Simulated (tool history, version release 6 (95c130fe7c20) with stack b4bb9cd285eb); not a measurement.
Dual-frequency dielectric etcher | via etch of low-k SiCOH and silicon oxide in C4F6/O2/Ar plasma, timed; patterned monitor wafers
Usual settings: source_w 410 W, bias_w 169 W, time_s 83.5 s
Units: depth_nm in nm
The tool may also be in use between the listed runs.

run    hour  source_w  bias_w  time_s  wafers since the last listed run  hours since the last wet clean  hours since the last source power generator calibration  hours since the last bias power generator calibration  hours since the last upper electrode change  hours since the gauge calibration  read-back reference wafer on the same gauge, depth_nm  depth_nm
  1     0.0       410     169    83.5                                 0                           294.1                                                   1201.0                                                 1246.2                                       5422.2                              334.3                                                  198.0     236.2
  2   104.3       410     169    83.5                              1525                           398.4                                                   1305.3                                                 1350.5                                       5526.5                              438.6                                                  198.1     235.5
  3   166.6       410     169    83.5                               911                           460.7                                                   1367.6                                                 1412.8                                       5588.8                              500.9                                                  198.2     235.0
  4   258.5       410     160    94.5                              1344                           552.6                                                   1459.5                                                 1504.7                                       5680.7                              592.8                                                  197.9     262.5
      356.3  -- wet clean of the chamber
  5   356.8       410     169    70.5                              1086                             0.5                                                   1557.8                                                 1603.0                                       5779.0                              691.1                                                  198.2     199.1
  6   599.1       410     169    70.5                              3544                           242.8                                                   1800.1                                                 1845.3                                       6021.3                              933.4                                                  197.8     199.7
  7   653.7       410     169    70.5                               798                           297.4                                                   1854.7                                                 1899.9                                       6075.9                              988.0                                                  197.8     198.2
  8   729.5       450     169    83.5                              1108                           373.2                                                   1930.5                                                 1975.7                                       6151.7                             1063.8                                                  197.9     245.8
  9   837.4       450     169    83.5                              1578                           481.1                                                   2038.4                                                 2083.6                                       6259.6                             1171.7                                                  197.7     246.2
 10   885.9       450     169    83.5                               709                           529.6                                                   2086.9                                                 2132.1                                       6308.1                             1220.2                                                  197.7     247.7
 11   940.2       410     169    83.5                               794                           583.9                                                   2141.2                                                 2186.4                                       6362.4                             1274.5                                                  198.3     237.2
     1017.2  -- source power generator calibrated
     1022.0  -- upper electrode replaced, of another model than before
     1022.4  -- wet clean of the chamber
 12  1022.9       410     169    83.5                              1076                             0.5                                                      5.7                                                 2269.1                                          0.9                             1357.2                                                  198.0     235.1
 13  1109.5       510     190    64.5                              1266                            87.1                                                     92.3                                                 2355.7                                         87.5                             1443.8                                                  198.3     195.0
     1114.7  -- gauge calibrated
 14  1174.1       370     190    83.5                               944                           151.7                                                    156.9                                                 2420.3                                        152.1                               59.4                                                  197.9     235.5
     1195.3  -- bias power generator calibrated
 15  1228.0       410     202   102.5                               729                           205.6                                                    210.8                                                   32.7                                        206.0                              113.3                                                  198.4     295.2
 16  1297.4       450     201   100.0                              1015                           275.0                                                    280.2                                                  102.1                                        275.4                              182.7                                                  197.8     298.6
 17  1399.1       440     129    91.5                              1487                           376.7                                                    381.9                                                  203.8                                        377.1                              284.4                                                  198.0     251.1
 18  1451.2       410     169    83.5                               762                           428.8                                                    434.0                                                  255.9                                        429.2                              336.5                                                  197.9     234.5
 19  1539.7       360     206    95.0                              1294                           517.3                                                    522.5                                                  344.4                                        517.7                              425.0                                                  197.9     266.5
     1612.5  -- wet clean of the chamber
 20  1693.8       380     141    83.5                              1903                            81.3                                                    676.6                                                  498.5                                        671.8                              579.1                                                  198.0     225.4
 21  2014.0       410     169   102.5                              4683                           401.5                                                    996.8                                                  818.7                                        992.0                              899.3                                                  197.8     289.7
 22  2096.4       330     131    90.0                              1205                           483.9                                                   1079.2                                                  901.1                                       1074.4                              981.7                                                  197.9     233.0

Forecast each of these 3 alternatives for the next run:
  A  2096.8       410     169    83.5                                 5                           484.3                                                   1079.6                                                  901.5                                       1074.8                              982.1                                                      ?         ?
  B  2096.8       470     203    60.5                                 5                           484.3                                                   1079.6                                                  901.5                                       1074.8                              982.1                                                      ?         ?
  C  2096.8       380     136   107.0                                 5                           484.3                                                   1079.6                                                  901.5                                       1074.8                              982.1                                                      ?         ?

run  read-back reference wafer on the same gauge, depth_nm  depth_nm
  A                                                  197.8     234.1
  B                                                  197.8     180.7
  C                                                  197.8     285.5
Without the tool's hidden state the same runs would have given:
run  depth_nm
  A     233.4
  B     180.2
  C     284.7
